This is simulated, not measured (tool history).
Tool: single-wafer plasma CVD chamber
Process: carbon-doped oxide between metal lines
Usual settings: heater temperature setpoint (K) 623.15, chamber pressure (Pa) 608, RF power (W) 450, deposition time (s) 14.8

run	day	heater temperature setpoint (K)	chamber pressure (Pa)	RF power (W)	deposition time (s)	wafers since the last listed run	hours since the last thermocouple change	hours since the last RF generator calibration	hours since the last manometer calibration	hours since the showerhead was replaced	hours since the gauge calibration	read-back reference wafer on the same gauge, thickness_nm	mean film thickness on the monitor wafer (nm)
1	0.000	619.15	608	450	14.8	0	1835.2	1301.1	961.5	3635.1	134.7	57.891	62.946
2	0.617	619.15	608	450	14.8	399	1850.0	1315.9	976.3	3649.9	149.5	57.904	62.864
3	2.204	619.15	608	450	14.8	1027	1888.1	1354.0	1014.4	3688.0	187.6	57.918	62.888
4	2.508	623.15	608	450	14.8	196	1895.4	1361.3	1021.7	3695.3	194.9	57.889	62.279
5	3.000	623.15	608	450	14.8	318	1907.2	1373.1	1033.5	3707.1	206.7	57.860	62.040
6	3.625	623.15	608	450	14.8	404	1922.2	1388.1	1048.5	3722.1	221.7	57.930	62.083
# day 4.271: capacitance manometer re-zeroed and calibrated
7	4.292	623.15	608	480	14.8	215	1938.2	1404.1	0.5	3738.1	237.7	57.878	64.977
8	4.342	623.15	608	450	14.8	32	1939.4	1405.3	1.7	3739.3	238.9	57.913	61.885
9	4.704	623.15	608	450	14.8	234	1948.1	1414.0	10.4	3748.0	247.6	57.895	61.792
10	5.204	636.15	608	450	12.3	323	1960.1	1426.0	22.4	3760.0	259.6	57.957	50.184
11	5.833	623.15	608	450	14.8	407	1975.2	1441.1	37.5	3775.1	274.7	57.921	61.775
12	6.129	632.15	752	485	14.8	191	1982.3	1448.2	44.6	3782.2	281.8	57.863	65.272
13	6.512	623.15	608	450	14.8	248	1991.5	1457.4	53.8	3791.4	291.0	57.931	61.857
# day 6.746: gauge calibrated
# day 7.671: showerhead replaced
# day 8.362: thermocouple changed; heater temperature recalibrated
# day 8.425: RF generator calibrated
14	8.446	617.15	467	450	14.8	778	2.0	0.5	100.2	18.6	40.8	57.935	64.119
15	9.500	610.15	532	510	16.7	682	27.3	25.8	125.5	43.9	66.1	57.897	80.624
16	9.800	623.15	608	540	12.3	194	34.5	33.0	132.7	51.1	73.3	57.919	60.400
17	10.404	614.15	608	510	14.8	391	49.0	47.5	147.2	65.6	87.8	57.911	71.449
18	10.929	623.15	608	450	14.8	339	61.6	60.1	159.8	78.2	100.4	57.865	64.396

Forecast each of these 4 alternatives for the next run:
A	10.946	633.15	608	450	14.8	10	62.0	60.5	160.2	78.6	100.8	?	?
B	10.946	616.15	700	405	17.5	10	62.0	60.5	160.2	78.6	100.8	?	?
C	10.946	630.15	473	380	14.8	10	62.0	60.5	160.2	78.6	100.8	?	?
D	10.946	623.15	479	450	14.8	10	62.0	60.5	160.2	78.6	100.8	?	?

run	read-back reference wafer on the same gauge, thickness_nm	mean film thickness on the monitor wafer (nm)
A	57.931	62.830
B	57.931	72.558
C	57.931	54.812
D	57.931	63.071
Without the tool's hidden state the same runs would have given:
run	mean film thickness on the monitor wafer (nm)
A	63.599
B	73.445
C	55.509
D	63.843
